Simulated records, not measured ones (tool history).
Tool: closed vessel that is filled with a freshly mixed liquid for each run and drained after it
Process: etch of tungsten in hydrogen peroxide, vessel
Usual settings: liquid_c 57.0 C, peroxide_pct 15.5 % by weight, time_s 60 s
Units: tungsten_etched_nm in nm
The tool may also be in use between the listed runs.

| run | hour | liquid_c | peroxide_pct | time_s | wafers since the last listed run | hours since the thermometer was replaced | hours since the peroxide flow meter was replaced | hours since the drum of peroxide was connected | hours since the gauge calibration | read-back film thickness of the tungsten reference wafer, read on the same gauge (nm) | tungsten_etched_nm |
|---|---|---|---|---|---|---|---|---|---|---|---|
| 1 | 0.0 | 63.5 | 15.5 | 45 | 0 | 761.9 | 445.1 | 398.4 | 446.8 | 90.03 | 98.05 |
| 2 | 41.4 | 50.5 | 15.5 | 60 | 5792 | 803.3 | 486.5 | 439.8 | 488.2 | 89.99 | 61.33 |
| 3 | 70.7 | 50.5 | 15.5 | 60 | 4099 | 832.6 | 515.8 | 469.1 | 517.5 | 89.99 | 60.88 |
| 4 | 134.9 | 50.5 | 15.5 | 60 | 8982 | 896.8 | 580.0 | 533.3 | 581.7 | 90.01 | 61.00 |
| 5 | 159.4 | 57.0 | 15.5 | 60 | 3427 | 921.3 | 604.5 | 557.8 | 606.2 | 90.00 | 89.12 |
|  | 212.3 | thermometer replaced |
| 6 | 231.1 | 57.0 | 15.5 | 60 | 9891 | 18.8 | 676.2 | 629.5 | 677.9 | 89.99 | 96.75 |
| 7 | 301.4 | 57.0 | 15.5 | 60 | 9835 | 89.1 | 746.5 | 699.8 | 748.2 | 90.02 | 95.75 |
| 8 | 366.0 | 54.5 | 15.5 | 60 | 9038 | 153.7 | 811.1 | 764.4 | 812.8 | 89.99 | 81.80 |
| 9 | 415.2 | 54.5 | 15.5 | 60 | 6883 | 202.9 | 860.3 | 813.6 | 862.0 | 90.00 | 81.73 |
| 10 | 481.8 | 57.0 | 15.5 | 60 | 9317 | 269.5 | 926.9 | 880.2 | 928.6 | 90.01 | 95.06 |
| 11 | 525.7 | 57.0 | 15.5 | 60 | 6141 | 313.4 | 970.8 | 924.1 | 972.5 | 89.98 | 94.46 |
|  | 548.6 | peroxide flow meter replaced |
| 12 | 561.2 | 57.0 | 15.5 | 60 | 4826 | 348.9 | 12.6 | 959.6 | 1008.0 | 90.04 | 93.70 |
|  | 599.3 | gauge calibrated |
| 13 | 614.1 | 50.5 | 15.5 | 60 | 7401 | 401.8 | 65.5 | 1012.5 | 14.8 | 90.02 | 63.84 |
| 14 | 706.0 | 57.0 | 15.5 | 60 | 12857 | 493.7 | 157.4 | 1104.4 | 106.7 | 89.98 | 93.76 |
| 15 | 776.6 | 49.0 | 15.5 | 60 | 9877 | 564.3 | 228.0 | 1175.0 | 177.3 | 89.99 | 57.06 |
| 16 | 816.2 | 57.0 | 15.5 | 60 | 5540 | 603.9 | 267.6 | 1214.6 | 216.9 | 89.98 | 92.10 |
|  | 852.9 | new drum of peroxide connected |
| 17 | 932.8 | 65.5 | 14.0 | 60 | 16173 | 720.5 | 384.2 | 79.9 | 333.5 | 89.96 | 142.22 |
| 18 | 1000.9 | 51.5 | 18.5 | 60 | 9527 | 788.6 | 452.3 | 148.0 | 401.6 | 90.01 | 71.25 |
| 19 | 1038.4 | 57.0 | 15.5 | 60 | 5246 | 826.1 | 489.8 | 185.5 | 439.1 | 89.99 | 91.49 |
| 20 | 1083.4 | 57.0 | 17.5 | 60 | 6295 | 871.1 | 534.8 | 230.5 | 484.1 | 90.01 | 95.81 |
|  | 1099.7 | thermometer replaced |
| 21 | 1153.3 | 51.5 | 18.5 | 60 | 9639 | 53.6 | 604.7 | 300.4 | 554.0 | 90.01 | 75.76 |
| 22 | 1184.7 | 57.0 | 15.5 | 60 | 4393 | 85.0 | 636.1 | 331.8 | 585.4 | 89.99 | 95.83 |
| 23 | 1213.6 | 61.5 | 19.0 | 30 | 4043 | 113.9 | 665.0 | 360.7 | 614.3 | 89.98 | 68.38 |
| 24 | 1248.7 | 64.5 | 19.5 | 40 | 4910 | 149.0 | 700.1 | 395.8 | 649.4 | 89.99 | 110.47 |
| 25 | 1287.8 | 64.5 | 19.0 | 60 | 5470 | 188.1 | 739.2 | 434.9 | 688.5 | 90.01 | 162.61 |
| 26 | 1357.2 | 65.5 | 17.0 | 60 | 9709 | 257.5 | 808.6 | 504.3 | 757.9 | 89.95 | 161.72 |
| 27 | 1392.7 | 57.0 | 15.5 | 60 | 4966 | 293.0 | 844.1 | 539.8 | 793.4 | 90.01 | 94.07 |
|  | 1413.0 | peroxide flow meter replaced |
| 28 | 1445.7 | 57.0 | 19.0 | 60 | 7275 | 346.0 | 32.7 | 592.8 | 846.4 | 89.99 | 104.34 |
| 29 | 1478.8 | 51.0 | 15.5 | 45 | 4630 | 379.1 | 65.8 | 625.9 | 879.5 | 90.03 | 49.18 |

The tool's hidden state at each run:
peroxide flow above the setpoint (%): 0 in every run
peroxide weaker than its label (%): 0 in every run
gauge reads high (%): 0 in every run
H1: liquid colder than its thermometer reads (K)
| run | H1 |
|---|---|
| 1 | 1.09 |
| 2 | 1.14 |
| 3 | 1.18 |
| 4 | 1.26 |
| 5 | 1.29 |
| 6 | 0.0259 |
| 7 | 0.113 |
| 8 | 0.193 |
| 9 | 0.254 |
| 10 | 0.336 |
| 11 | 0.39 |
| 12 | 0.434 |
| 13 | 0.5 |
| 14 | 0.613 |
| 15 | 0.701 |
| 16 | 0.75 |
| 17 | 0.894 |
| 18 | 0.978 |
| 19 | 1.02 |
| 20 | 1.08 |
| 21 | 0.086 |
| 22 | 0.125 |
| 23 | 0.161 |
| 24 | 0.204 |
| 25 | 0.252 |
| 26 | 0.338 |
| 27 | 0.382 |
| 28 | 0.448 |
| 29 | 0.489 |
